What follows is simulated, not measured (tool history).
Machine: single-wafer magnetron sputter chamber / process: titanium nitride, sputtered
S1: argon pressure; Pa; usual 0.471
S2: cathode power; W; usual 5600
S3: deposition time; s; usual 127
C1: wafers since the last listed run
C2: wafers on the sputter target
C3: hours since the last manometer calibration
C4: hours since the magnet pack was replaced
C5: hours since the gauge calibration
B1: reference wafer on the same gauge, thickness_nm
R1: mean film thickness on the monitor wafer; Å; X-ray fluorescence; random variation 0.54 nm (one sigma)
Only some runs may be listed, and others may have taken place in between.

run,hour,S1,S2,S3,C1,C2,C3,C4,C5,B1,R1
1,0.0,0.471,5600,127,0,518,1703.3,4250.1,818.5,117.078,1375.44
2,106.4,0.471,5600,127,1294,1812,1809.7,4356.5,924.9,117.073,1379.59
3,181.4,0.471,5600,127,912,2724,1884.7,4431.5,999.9,116.906,1372.96
4,251.5,0.471,5600,127,852,3577,1954.8,4501.6,1070.0,116.910,1381.94
# hour 275.5: sputter target and shields replaced
5,330.6,0.471,5600,127,864,670,2033.9,4580.7,1149.1,116.949,1378.01
6,392.7,0.340,5600,127,755,1426,2096.0,4642.8,1211.2,117.004,1459.01
# hour 443.8: gauge calibrated
# hour 506.6: capacitance manometer re-zeroed and calibrated
# hour 565.5: sputter target and shields replaced
# hour 587.4: magnet pack replaced
7,625.8,0.340,5600,127,2543,636,119.2,38.4,182.0,117.079,1456.03
8,729.0,0.539,5600,149,1255,1891,222.4,141.6,285.2,117.025,1572.45
# hour 845.0: sputter target and shields replaced
9,916.6,0.471,5600,120,2184,871,410.0,329.2,472.8,117.175,1303.71
10,998.9,0.554,6400,148,1001,1872,492.3,411.5,555.1,116.794,1751.22
11,1050.2,0.649,6850,119,624,2496,543.6,462.8,606.4,116.846,1434.18
12,1127.8,0.471,5600,127,944,3440,621.2,540.4,684.0,116.793,1376.08
# hour 1169.9: sputter target and shields replaced
13,1174.9,0.313,5600,127,475,60,668.3,587.5,731.1,117.135,1470.11
14,1250.0,0.366,6000,106,913,974,743.4,662.6,806.2,117.099,1273.86

Here are 4 independent what-if runs from the current tool condition. What would each one return?
A,1250.4,0.471,5600,127,4,979,743.8,663.0,806.6,?,?
B,1250.4,0.471,5600,147,4,979,743.8,663.0,806.6,?,?
C,1250.4,0.360,4500,138,4,979,743.8,663.0,806.6,?,?
D,1250.4,0.382,4600,127,4,979,743.8,663.0,806.6,?,?

run,B1,R1
A,116.833,1383.40
B,116.833,1601.25
C,116.833,1291.89
D,116.833,1201.40
Without the tool's hidden state the same runs would have given:
run,R1
A,1383.40
B,1601.25
C,1291.89
D,1201.40
